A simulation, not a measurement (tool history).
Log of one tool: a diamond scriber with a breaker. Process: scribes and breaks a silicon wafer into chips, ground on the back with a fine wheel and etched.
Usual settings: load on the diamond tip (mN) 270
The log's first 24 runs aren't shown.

| run | day | load on the diamond tip (mN) | incoming depth of the damage left on the back of the incoming wafer, um | depth of the median crack under the scribed line (nm) | chips rejected at inspection after the break (%) |
|---|---|---|---|---|---|
| 25 | 27.050 | 326 | 0.78 | 15840 | 4.77 |
| 26 | 28.225 | 270 | 0.49 | 13520 | 1.75 |
| 27 | 29.725 | 233 | 0.71 | 11710 | 3.91 |
| 28 | 30.638 | 339 | 0.46 | 16070 | 5.98 |
| 29 | 31.671 | 291 | 0.34 | 14340 | 1.99 |
| 30 | 35.188 | 270 | 0.63 | 13400 | 1.61 |
| 31 | 36.275 | 270 | 0.68 | 13190 | 1.55 |
| 32 | 37.500 | 327 | 0.32 | 15370 | 4.38 |

Forecast each of these 5 alternatives for the next run:
| A | 37.525 | 228 | 0.79 | ? | ? |
| B | 37.525 | 346 | 0.79 | ? | ? |
| C | 37.525 | 219 | 0.79 | ? | ? |
| D | 37.525 | 320 | 0.79 | ? | ? |
| E | 37.525 | 192 | 0.79 | ? | ? |

| run | depth of the median crack under the scribed line (nm) | chips rejected at inspection after the break (%) |
|---|---|---|
| A | 11730 | 4.79 |
| B | 16490 | 7.51 |
| C | 11330 | 6.38 |
| D | 15510 | 4.58 |
| E | 10080 | 13.89 |
Without the tool's hidden state the same runs would have given:
| run | depth of the median crack under the scribed line (nm) | chips rejected at inspection after the break (%) |
|---|---|---|
| A | 11730 | 4.79 |
| B | 16490 | 7.51 |
| C | 11330 | 6.38 |
| D | 15510 | 4.58 |
| E | 10080 | 13.89 |
